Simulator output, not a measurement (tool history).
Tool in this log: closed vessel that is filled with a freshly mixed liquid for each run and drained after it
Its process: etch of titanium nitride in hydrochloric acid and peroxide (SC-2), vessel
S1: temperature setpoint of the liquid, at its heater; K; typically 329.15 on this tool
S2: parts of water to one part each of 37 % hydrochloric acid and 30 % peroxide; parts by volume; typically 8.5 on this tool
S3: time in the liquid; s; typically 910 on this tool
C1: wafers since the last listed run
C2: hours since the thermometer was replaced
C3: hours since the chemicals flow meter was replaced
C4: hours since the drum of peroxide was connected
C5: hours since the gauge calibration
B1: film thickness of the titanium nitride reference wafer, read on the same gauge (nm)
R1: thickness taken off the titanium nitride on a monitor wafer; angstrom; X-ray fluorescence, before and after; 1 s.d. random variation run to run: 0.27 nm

run 1 day=0.000 | S1=329.15 S2=8.5 S3=910 | C1=0 C2=1029.3 C3=730.0 C4=74.0 C5=668.0 | B1=74.93 | R1=276.7
-- day=0.021 thermometer replaced
run 2 day=3.946 | S1=329.15 S2=8.5 S3=910 | C1=6178 C2=94.2 C3=824.7 C4=168.7 C5=762.7 | B1=74.65 | R1=276.6
run 3 day=7.567 | S1=329.15 S2=8.5 S3=910 | C1=5697 C2=181.1 C3=911.6 C4=255.6 C5=849.6 | B1=74.39 | R1=280.1
run 4 day=11.842 | S1=329.15 S2=8.5 S3=910 | C1=6726 C2=283.7 C3=1014.2 C4=358.2 C5=952.2 | B1=74.16 | R1=275.2
-- day=13.233 new drum of peroxide connected
run 5 day=18.208 | S1=329.15 S2=8.5 S3=910 | C1=9952 C2=436.5 C3=1167.0 C4=119.4 C5=1105.0 | B1=73.88 | R1=273.3
run 6 day=21.104 | S1=329.15 S2=10.0 S3=1330 | C1=4556 C2=506.0 C3=1236.5 C4=188.9 C5=1174.5 | B1=73.79 | R1=355.8
run 7 day=24.238 | S1=329.15 S2=10.0 S3=1330 | C1=4930 C2=581.2 C3=1311.7 C4=264.1 C5=1249.7 | B1=73.68 | R1=356.8
run 8 day=26.142 | S1=329.15 S2=10.0 S3=1330 | C1=2996 C2=626.9 C3=1357.4 C4=309.8 C5=1295.4 | B1=73.62 | R1=348.7
run 9 day=27.771 | S1=329.15 S2=7.0 S3=520 | C1=2563 C2=666.0 C3=1396.5 C4=348.9 C5=1334.5 | B1=73.57 | R1=182.9
run 10 day=31.196 | S1=329.15 S2=10.5 S3=910 | C1=5389 C2=748.2 C3=1478.7 C4=431.1 C5=1416.7 | B1=73.47 | R1=230.1
-- day=31.288 new drum of peroxide connected
run 11 day=32.996 | S1=322.65 S2=8.5 S3=910 | C1=2766 C2=791.4 C3=1521.9 C4=41.0 C5=1459.9 | B1=73.43 | R1=178.4
-- day=34.996 thermometer replaced
run 12 day=35.592 | S1=332.15 S2=6.5 S3=475 | C1=4019 C2=14.3 C3=1584.2 C4=103.3 C5=1522.2 | B1=73.38 | R1=212.5
-- day=40.258 chemicals flow meter replaced
-- day=41.625 gauge calibrated
run 13 day=42.262 | S1=336.65 S2=12.0 S3=1285 | C1=10431 C2=174.4 C3=48.1 C4=263.4 C5=15.3 | B1=78.50 | R1=503.2
run 14 day=49.208 | S1=337.65 S2=10.5 S3=910 | C1=10929 C2=341.1 C3=214.8 C4=430.1 C5=182.0 | B1=77.06 | R1=412.8
-- day=49.646 new drum of peroxide connected
run 15 day=51.679 | S1=319.65 S2=7.0 S3=910 | C1=3822 C2=400.4 C3=274.1 C4=48.8 C5=241.3 | B1=76.64 | R1=180.4
run 16 day=55.512 | S1=329.15 S2=8.5 S3=910 | C1=6031 C2=492.4 C3=366.1 C4=140.8 C5=333.3 | B1=76.05 | R1=282.9
run 17 day=67.446 | S1=329.15 S2=8.5 S3=910 | C1=18777 C2=778.8 C3=652.5 C4=427.2 C5=619.7 | B1=74.72 | R1=275.2
-- day=69.429 new drum of peroxide connected
-- day=70.500 thermometer replaced
run 18 day=70.617 | S1=324.15 S2=10.5 S3=1365 | C1=4858 C2=2.8 C3=728.6 C4=28.5 C5=695.8 | B1=74.44 | R1=251.5
run 19 day=75.192 | S1=329.15 S2=8.5 S3=910 | C1=7199 C2=112.6 C3=838.4 C4=138.3 C5=805.6 | B1=74.12 | R1=277.3
run 20 day=76.988 | S1=334.65 S2=10.5 S3=1255 | C1=2825 C2=155.7 C3=881.5 C4=181.4 C5=848.7 | B1=73.99 | R1=452.4

What will run 21 give?
run 21 day=86.542 | S1=324.65 S2=11.5 S3=1395 | C1=15034 C2=385.0 C3=1110.8 C4=410.7 C5=1078.0 | B1=? | R1=?

Logged for run 21: B1 73.52, R1 243.3 angstrom.
Minus the tool's unlogged condition, the same run would have read R1 264.7 angstrom.

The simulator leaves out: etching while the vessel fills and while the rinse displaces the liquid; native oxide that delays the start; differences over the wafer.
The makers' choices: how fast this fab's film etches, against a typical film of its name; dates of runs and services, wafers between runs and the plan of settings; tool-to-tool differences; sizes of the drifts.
